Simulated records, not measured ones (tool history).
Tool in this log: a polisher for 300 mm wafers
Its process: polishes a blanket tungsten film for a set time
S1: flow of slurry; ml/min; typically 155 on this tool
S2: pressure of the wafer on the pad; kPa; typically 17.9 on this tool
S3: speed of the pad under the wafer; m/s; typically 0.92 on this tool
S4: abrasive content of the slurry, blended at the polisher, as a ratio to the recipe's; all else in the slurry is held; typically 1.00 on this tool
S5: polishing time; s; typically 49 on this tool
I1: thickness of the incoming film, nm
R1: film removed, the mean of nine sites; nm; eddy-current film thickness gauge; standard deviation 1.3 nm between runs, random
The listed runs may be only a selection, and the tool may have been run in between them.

run	hour	S1	S2	S3	S4	S5	I1	R1
1	0.0	155	17.9	0.92	1.20	49	813.7	129.6
2	31.4	155	17.9	0.92	1.00	49	794.9	120.5
3	86.9	155	17.9	0.92	1.00	49	789.9	121.4
4	135.8	155	17.9	0.92	1.00	49	803.1	118.0
5	180.6	155	17.9	0.92	0.80	49	793.2	107.6
# hour 200.5: slurry nozzle cleaned
6	208.0	155	17.9	0.92	0.80	49	806.4	106.6
7	242.1	155	17.9	0.92	1.00	49	798.3	118.7
8	305.2	155	12.4	0.92	1.00	33	799.8	54.9
# hour 318.9: worn pad replaced by a new one
# hour 327.4: slurry blender recalibrated
9	358.7	205	15.2	1.12	1.00	56	809.5	146.3
10	408.5	155	17.9	0.92	1.00	49	797.6	117.3
# hour 460.4: slurry tank refilled with fresh slurry and peroxide
11	624.0	190	17.9	0.66	1.20	49	804.4	94.9
# hour 633.8: slurry nozzle cleaned
12	663.5	155	17.9	0.92	1.00	49	799.6	120.0
# hour 696.2: worn pad replaced by a new one
13	728.1	155	17.9	0.92	1.00	49	793.6	117.0
# hour 736.2: slurry blender recalibrated
14	774.5	140	17.9	0.92	1.00	41	801.6	97.1
15	824.4	155	17.9	0.92	1.00	49	793.9	121.1
16	895.7	155	17.9	0.76	1.00	49	799.4	97.8
# hour 905.6: slurry tank refilled with fresh slurry and peroxide
# hour 906.1: head pressure recalibrated
17	924.1	155	17.9	0.70	1.15	64	792.6	122.7
18	960.1	155	20.7	1.08	1.00	49	808.7	160.8

What does the tool deliver on the next run?
# hour 997.8: slurry nozzle cleaned
19	1026.2	155	17.9	0.92	1.00	49	795.3	?

{"run 19": {"R1": 120.7}}
Had the tool carried no hidden state, the very same run would have given R1 120.7 nm.
